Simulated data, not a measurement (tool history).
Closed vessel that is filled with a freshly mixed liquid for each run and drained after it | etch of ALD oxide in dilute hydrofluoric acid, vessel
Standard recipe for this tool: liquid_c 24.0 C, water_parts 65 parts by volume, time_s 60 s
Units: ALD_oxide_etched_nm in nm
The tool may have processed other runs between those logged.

| run | hour | liquid_c | water_parts | time_s | read-back film thickness of the ALD oxide reference wafer, read on the same gauge (nm) | ALD_oxide_etched_nm |
|---|---|---|---|---|---|---|
| 1 | 0.0 | 27.5 | 65 | 60 | 111.83 | 16.27 |
| 2 | 55.8 | 24.0 | 65 | 60 | 111.91 | 14.21 |
| 3 | 101.7 | 24.0 | 65 | 60 | 112.05 | 14.32 |
| 4 | 244.5 | 24.0 | 65 | 60 | 112.32 | 14.11 |
| 5 | 310.6 | 24.0 | 65 | 60 | 112.46 | 14.34 |
| 6 | 373.5 | 24.0 | 65 | 60 | 112.60 | 14.30 |
| 7 | 472.5 | 24.0 | 65 | 60 | 112.83 | 14.31 |
| 8 | 569.9 | 24.0 | 65 | 60 | 113.09 | 14.44 |
| 9 | 724.2 | 24.0 | 65 | 60 | 113.50 | 14.38 |
|  | 760.8 | hydrofluoric acid flow meter replaced |
| 10 | 808.0 | 24.0 | 65 | 60 | 113.69 | 14.68 |
| 11 | 899.3 | 24.0 | 65 | 60 | 113.95 | 14.43 |
| 12 | 954.9 | 24.0 | 65 | 60 | 114.16 | 14.66 |
| 13 | 1062.7 | 24.0 | 80 | 85 | 114.46 | 16.55 |
| 14 | 1113.1 | 24.0 | 80 | 85 | 114.62 | 16.38 |
| 15 | 1151.2 | 27.0 | 75 | 60 | 114.75 | 14.04 |
|  | 1206.9 | gauge calibrated |
| 16 | 1254.5 | 24.0 | 65 | 60 | 110.25 | 14.18 |
| 17 | 1297.7 | 24.0 | 65 | 60 | 110.23 | 13.88 |
|  | 1320.2 | thermometer replaced |
| 18 | 1404.9 | 21.0 | 50 | 60 | 110.27 | 16.52 |
| 19 | 1458.2 | 24.0 | 65 | 60 | 110.27 | 13.94 |
| 20 | 1505.4 | 20.5 | 35 | 40 | 110.30 | 15.81 |
| 21 | 1593.1 | 20.5 | 90 | 45 | 110.35 | 6.50 |
| 22 | 1633.9 | 25.5 | 75 | 85 | 110.35 | 18.46 |
| 23 | 1847.9 | 24.0 | 65 | 60 | 110.50 | 14.14 |
| 24 | 2059.2 | 22.0 | 90 | 40 | 110.64 | 6.08 |
| 25 | 2139.5 | 25.5 | 55 | 60 | 110.74 | 17.70 |
| 26 | 2224.8 | 22.5 | 50 | 90 | 110.84 | 26.16 |
| 27 | 2267.5 | 27.0 | 65 | 30 | 110.89 | 7.89 |
| 28 | 2316.2 | 29.0 | 65 | 45 | 110.96 | 12.92 |
| 29 | 2416.3 | 24.0 | 65 | 60 | 111.08 | 14.14 |
| 30 | 2481.3 | 21.5 | 65 | 95 | 111.16 | 20.33 |
| 31 | 2572.8 | 24.0 | 65 | 60 | 111.29 | 14.10 |
| 32 | 2638.5 | 24.0 | 50 | 60 | 111.40 | 18.86 |
| 33 | 2677.0 | 24.0 | 55 | 50 | 111.48 | 14.07 |
| 34 | 2759.7 | 24.0 | 65 | 60 | 111.60 | 14.18 |
|  | 2842.2 | hydrofluoric acid flow meter replaced |
| 35 | 3063.3 | 24.0 | 65 | 60 | 112.20 | 14.19 |

Below are 3 alternative next runs, each starting from the tool's condition after run 35. Predict each:
| A | 3064.0 | 24.0 | 65 | 70 | ? | ? |
| B | 3064.0 | 27.0 | 35 | 90 | ? | ? |
| C | 3064.0 | 26.5 | 65 | 60 | ? | ? |

| run | read-back film thickness of the ALD oxide reference wafer, read on the same gauge (nm) | ALD_oxide_etched_nm |
|---|---|---|
| A | 112.20 | 16.73 |
| B | 112.20 | 47.02 |
| C | 112.20 | 15.85 |
Stripped of hidden state, with their random variation kept, the same runs would have yielded:
| run | ALD_oxide_etched_nm |
|---|---|
| A | 16.40 |
| B | 46.10 |
| C | 15.54 |

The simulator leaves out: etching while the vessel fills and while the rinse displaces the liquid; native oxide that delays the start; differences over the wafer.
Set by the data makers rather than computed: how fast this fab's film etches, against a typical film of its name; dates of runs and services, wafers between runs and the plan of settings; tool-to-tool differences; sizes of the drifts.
